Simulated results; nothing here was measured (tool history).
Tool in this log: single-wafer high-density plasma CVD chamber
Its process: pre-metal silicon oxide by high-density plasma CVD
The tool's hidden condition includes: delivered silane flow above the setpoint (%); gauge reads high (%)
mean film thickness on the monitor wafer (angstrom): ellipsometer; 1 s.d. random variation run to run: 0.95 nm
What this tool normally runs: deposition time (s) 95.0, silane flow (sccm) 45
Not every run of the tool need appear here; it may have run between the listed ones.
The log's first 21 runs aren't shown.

run	day	deposition time (s)	silane flow (sccm)	wafers since the last listed run	hours since the silane flow controller was replaced	hours since the gauge calibration	read-back reference wafer on the same gauge, thickness_nm	mean film thickness on the monitor wafer (angstrom)
22	66.021	95.0	45	1142	2901.9	2897.3	367.556	3753.60
# day 69.458: gauge calibrated
23	69.692	95.0	45	980	2990.0	5.6	368.180	3762.25
24	73.508	89.0	38	1019	3081.6	97.2	368.008	2976.47
25	76.433	95.0	36	781	3151.8	167.4	367.973	2999.72
26	80.858	101.5	50	1181	3258.0	273.6	368.314	4484.85
27	85.342	95.0	42	1197	3365.6	381.2	368.075	3523.60
28	87.450	105.6	45	563	3416.2	431.8	368.327	4182.58
29	89.712	113.1	45	604	3470.5	486.1	368.334	4495.06
30	92.133	89.0	38	646	3528.6	544.2	368.072	2982.34
31	95.583	95.0	45	921	3611.4	627.0	368.039	3773.60
32	98.921	76.7	48	891	3691.5	707.1	368.002	3250.60
33	102.992	95.0	45	1087	3789.2	804.8	368.024	3778.99
34	107.192	88.4	37	1121	3890.0	905.6	368.063	2895.21
35	110.471	77.2	38	875	3968.7	984.3	367.804	2591.77
# day 112.671: silane flow controller replaced
36	114.383	90.0	50	955	41.1	1078.2	367.846	3902.49
37	117.942	84.8	53	950	126.5	1163.6	367.958	3895.03
38	127.971	95.0	45	2678	367.2	1404.3	368.245	3716.72
39	130.796	89.8	53	754	435.0	1472.1	367.713	4147.39
40	132.729	101.1	45	516	481.4	1518.5	368.139	3946.38
41	136.679	95.0	45	1055	576.2	1613.3	368.157	3735.59
42	139.146	95.0	45	658	635.4	1672.5	368.103	3724.97
43	142.075	95.0	45	782	705.7	1742.8	367.822	3711.81
44	146.329	76.6	52	1136	807.8	1844.9	367.791	3475.27
45	150.808	88.4	53	1196	915.3	1952.4	367.806	4086.55
46	152.342	113.1	45	409	952.1	1989.2	367.844	4415.61

Predict each of these 4 candidate next runs independently; none follows another, all start after run 46:
A	152.358	84.7	45	4	952.5	1989.6	?	?
B	152.358	110.3	50	4	952.5	1989.6	?	?
C	152.358	80.0	51	4	952.5	1989.6	?	?
D	152.358	95.0	49	4	952.5	1989.6	?	?

run	read-back reference wafer on the same gauge, thickness_nm	mean film thickness on the monitor wafer (angstrom)
A	368.120	3332.92
B	368.120	4822.53
C	368.120	3567.71
D	368.120	4070.51
With the hidden condition removed and each run's random variation left untouched, the same runs would have given:
run	mean film thickness on the monitor wafer (angstrom)
A	3332.66
B	4822.15
C	3567.43
D	4070.19
